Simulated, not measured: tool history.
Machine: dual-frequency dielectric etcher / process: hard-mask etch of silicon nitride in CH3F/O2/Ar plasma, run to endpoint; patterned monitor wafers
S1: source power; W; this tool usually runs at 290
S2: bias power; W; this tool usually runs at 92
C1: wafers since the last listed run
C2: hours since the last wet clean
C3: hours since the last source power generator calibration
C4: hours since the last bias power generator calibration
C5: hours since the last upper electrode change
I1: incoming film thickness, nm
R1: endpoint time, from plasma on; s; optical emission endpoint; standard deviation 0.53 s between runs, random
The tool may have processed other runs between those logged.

run	hour	S1	S2	C1	C2	C3	C4	C5	I1	R1
1	0	290	92	0	171.4	1912.2	3928.9	2186.8	42.32	66.9
2	35.9	290	92	235	207.3	1948.1	3964.8	2222.7	41.48	65.4
3	70.3	290	92	225	241.7	1982.5	3999.2	2257.1	42	67.2
4	86.2	290	92	104	257.6	1998.4	4015.1	2273	41.93	67
5	125.3	290	92	256	296.7	2037.5	4054.2	2312.1	41.87	67.1
6	141.2	290	102	104	312.6	2053.4	4070.1	2328	42.02	64.9
7	162.4	290	92	139	333.8	2074.6	4091.3	2349.2	41.66	67.3
8	181.3	290	92	124	352.7	2093.5	4110.2	2368.1	41.47	67.7
9	196.9	290	85	102	368.3	2109.1	4125.8	2383.7	41.42	69.2
10	232.7	290	85	235	404.1	2144.9	4161.6	2419.5	41.93	70.2
# hour 308.8: wet clean of the chamber
# hour 326.7: bias power generator calibrated
11	329.7	290	92	453	20.9	2241.9	3	2516.5	41.64	63.7
12	358.8	290	92	191	50	2271	32.1	2545.6	42.17	64.5
13	389.6	290	92	202	80.8	2301.8	62.9	2576.4	42.03	65.2
14	408.5	290	92	124	99.7	2320.7	81.8	2595.3	42.17	66.2
# hour 455.6: upper electrode replaced
15	456.1	290	75	154	147.3	2368.3	129.4	0.5	41.88	70.9
16	465.9	250	92	64	157.1	2378.1	139.2	10.3	42	70.6
17	491.8	340	81	170	183	2404	165.1	36.2	41.32	65.5
18	525.6	290	92	221	216.8	2437.8	198.9	70	42.02	66.8
19	546.8	270	79	139	238	2459	220.1	91.2	41.97	72.6
20	566.8	330	74	131	258	2479	240.1	111.2	42.02	69.8
# hour 571.8: source power generator calibrated
21	591.2	320	103	133	282.4	19.4	264.5	135.6	41.64	60.8
22	610.9	220	92	129	302.1	39.1	284.2	155.3	41.74	73.3
23	631.7	360	106	136	322.9	59.9	305	176.1	42.18	58.9
24	655.9	290	108	158	347.1	84.1	329.2	200.3	41.91	62.7
25	685.7	330	79	195	376.9	113.9	359	230.1	42.22	69.3
26	717.3	340	92	207	408.5	145.5	390.6	261.7	41.64	63

Run-by-run hidden state of the tool:
source power that arrives over what is set, %: 0 on each run
bias power that arrives over what is set, %: 0 on each run
H1: etch rate over this chamber's usual, %
run	H1
1	-1.93
2	-2.33
3	-2.73
4	-2.91
5	-3.35
6	-3.53
7	-3.78
8	-3.99
9	-4.17
10	-4.58
11	0.361
12	0.0292
13	-0.322
14	-0.537
15	-1.08
16	-1.19
17	-1.49
18	-1.87
19	-2.11
20	-2.34
21	-2.62
22	-2.84
23	-3.08
24	-3.36
25	-3.7
26	-4.06
